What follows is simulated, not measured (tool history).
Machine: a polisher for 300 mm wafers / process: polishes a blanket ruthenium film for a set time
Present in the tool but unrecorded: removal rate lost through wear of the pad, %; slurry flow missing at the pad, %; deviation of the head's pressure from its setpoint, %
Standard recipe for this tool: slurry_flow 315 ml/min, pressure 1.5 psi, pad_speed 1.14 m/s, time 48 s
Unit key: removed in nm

| run | day | slurry_flow | pressure | pad_speed | time | wafers since the last listed run | wafers polished on this pad | hours since the slurry nozzle was cleaned | hours since the head pressure was calibrated | incoming thickness of the incoming film, nm | removed |
|---|---|---|---|---|---|---|---|---|---|---|---|
| 1 | 0 | 315 | 1.5 | 1.14 | 48 | 0 | 231 | 244.6 | 941.3 | 354.4 | 37.7 |
| 2 | 1.079 | 315 | 1.5 | 1.14 | 48 | 188 | 419 | 270.5 | 967.2 | 349.3 | 37.3 |
| 3 | 1.596 | 315 | 1.3 | 1.44 | 48 | 90 | 510 | 282.9 | 979.6 | 351.7 | 40.3 |
| 4 | 2.404 | 315 | 1.3 | 1.44 | 48 | 141 | 651 | 302.3 | 999 | 348.2 | 41 |
| 5 | 3.308 | 260 | 1.5 | 1.14 | 48 | 157 | 809 | 324 | 1020.7 | 350.2 | 35.6 |
| 6 | 4.508 | 260 | 1.5 | 1.14 | 48 | 209 | 1018 | 352.8 | 1049.5 | 354.9 | 36.8 |
| 7 | 5.725 | 315 | 1.5 | 1.38 | 52 | 212 | 1231 | 382 | 1078.7 | 353.2 | 48.3 |
|  | 6.229 | worn pad replaced by a new one |
| 8 | 6.425 | 315 | 1.5 | 1.14 | 48 | 93 | 34 | 398.8 | 1095.5 | 353.5 | 37 |
| 9 | 7.75 | 315 | 1.5 | 1.14 | 48 | 231 | 265 | 430.6 | 1127.3 | 348.4 | 37.1 |
| 10 | 8.304 | 315 | 1.5 | 1.14 | 48 | 96 | 362 | 443.9 | 1140.6 | 343.6 | 37.1 |
| 11 | 8.862 | 315 | 1.5 | 1.14 | 48 | 97 | 460 | 457.3 | 1154 | 353.8 | 36.9 |
| 12 | 10.362 | 315 | 1.5 | 1.14 | 48 | 262 | 722 | 493.3 | 1190 | 351.8 | 36.5 |
| 13 | 11.175 | 315 | 1.5 | 1.14 | 48 | 141 | 864 | 512.8 | 1209.5 | 347.4 | 36.8 |
| 14 | 12.425 | 315 | 1.5 | 1.14 | 48 | 218 | 1082 | 542.8 | 1239.5 | 348.6 | 36.5 |
|  | 12.9 | worn pad replaced by a new one |
| 15 | 13.567 | 315 | 1.5 | 1.14 | 48 | 170 | 116 | 570.2 | 1266.9 | 348.6 | 36 |
|  | 13.679 | head pressure recalibrated |
| 16 | 14.488 | 315 | 1.7 | 1.14 | 48 | 146 | 262 | 592.3 | 19.4 | 351.7 | 40 |
|  | 14.675 | slurry nozzle cleaned |
| 17 | 15.583 | 315 | 1.7 | 1.14 | 48 | 184 | 447 | 21.8 | 45.7 | 350.3 | 42.6 |
| 18 | 16.596 | 315 | 1.7 | 1.14 | 48 | 176 | 623 | 46.1 | 70 | 345.7 | 42.4 |
| 19 | 17.388 | 315 | 1.5 | 1.14 | 63 | 138 | 762 | 65.1 | 89 | 353 | 48.8 |
| 20 | 18.208 | 315 | 1.8 | 1.02 | 48 | 143 | 905 | 84.8 | 108.7 | 351.1 | 41.1 |
| 21 | 18.733 | 315 | 1.5 | 1.14 | 48 | 91 | 997 | 97.4 | 121.3 | 350.5 | 38.5 |
| 22 | 20.133 | 315 | 1.3 | 1.44 | 48 | 244 | 1241 | 131 | 154.9 | 355.2 | 41.1 |
|  | 21.383 | worn pad replaced by a new one, of another model than before |
| 23 | 23.854 | 370 | 1.1 | 1.14 | 36 | 620 | 431 | 220.3 | 244.2 | 347.3 | 24.9 |
| 24 | 25.025 | 315 | 1.5 | 0.9 | 55 | 204 | 636 | 248.4 | 272.3 | 349.9 | 38.9 |
| 25 | 26.4 | 315 | 1.1 | 0.82 | 63 | 240 | 876 | 281.4 | 305.3 | 355.6 | 35.5 |
| 26 | 27.275 | 315 | 1.5 | 1.14 | 48 | 152 | 1029 | 302.4 | 326.3 | 345.2 | 38.1 |
| 27 | 28.2 | 315 | 1.5 | 1.14 | 32 | 161 | 1190 | 324.6 | 348.5 | 347.5 | 25.3 |
|  | 29.512 | worn pad replaced by a new one |
| 28 | 29.533 | 370 | 1.8 | 0.98 | 48 | 203 | 3 | 356.6 | 380.5 | 348.5 | 38.5 |
| 29 | 30.55 | 410 | 1.7 | 1.14 | 48 | 177 | 180 | 381 | 404.9 | 351 | 40.7 |
| 30 | 31.354 | 315 | 1.5 | 1.14 | 48 | 140 | 321 | 400.3 | 424.2 | 354.1 | 38.7 |
| 31 | 32.683 | 315 | 1.5 | 1.14 | 48 | 232 | 553 | 432.2 | 456.1 | 353.3 | 37.7 |
| 32 | 33.212 | 425 | 1.5 | 1.52 | 48 | 92 | 645 | 444.9 | 468.8 | 351.8 | 46.1 |
| 33 | 34.525 | 420 | 1.5 | 1.14 | 48 | 229 | 875 | 476.4 | 500.3 | 344.7 | 37.8 |
| 34 | 35.95 | 315 | 1.8 | 0.98 | 56 | 248 | 1124 | 510.6 | 534.5 | 346.8 | 44.6 |
| 35 | 37.362 | 315 | 1.5 | 1.14 | 48 | 246 | 1370 | 544.5 | 568.4 | 347 | 37 |
|  | 37.562 | worn pad replaced by a new one |
| 36 | 38.288 | 315 | 1.5 | 1.14 | 48 | 132 | 126 | 566.7 | 590.6 | 347.5 | 37.3 |
| 37 | 39.133 | 315 | 1.5 | 1.14 | 42 | 147 | 274 | 587 | 610.9 | 348.1 | 32.6 |

Some steps in removed, run to run, broken into two amounts with sign: the step expected even without the hidden condition (settings, incoming material, random variation), and the rest, left for the hidden condition together with whatever gauge scatter is not in both the measured and the hidden-condition-free result:
Run 4 -> 5: slurry_flow 315 -> 260, pressure 1.3 -> 1.5, pad_speed 1.44 -> 1.14. removed -5.4 nm: hidden state -0.2, all else -5.2.
Run 15 -> 16: pressure 1.5 -> 1.7, head pressure recalibrated. removed +4 nm: hidden state -0.4, all else +4.4.
Run 16 -> 17: slurry nozzle cleaned. removed +2.6 nm: hidden state +2.2, all else +0.4.
Run 22 -> 23: slurry_flow 315 -> 370, pressure 1.3 -> 1.1, pad_speed 1.44 -> 1.14, time 48 -> 36, worn pad replaced by a new one, of another model than before. removed -16.2 nm: hidden state +0, all else -16.2.
Run 23 -> 24: slurry_flow 370 -> 315, pressure 1.1 -> 1.5, pad_speed 1.14 -> 0.9, time 36 -> 55. removed +14 nm: hidden state -0.1, all else +14.1.
Run 27 -> 28: slurry_flow 315 -> 370, pressure 1.5 -> 1.8, pad_speed 1.14 -> 0.98, time 32 -> 48, worn pad replaced by a new one. removed +13.2 nm: hidden state -0.1, all else +13.3.

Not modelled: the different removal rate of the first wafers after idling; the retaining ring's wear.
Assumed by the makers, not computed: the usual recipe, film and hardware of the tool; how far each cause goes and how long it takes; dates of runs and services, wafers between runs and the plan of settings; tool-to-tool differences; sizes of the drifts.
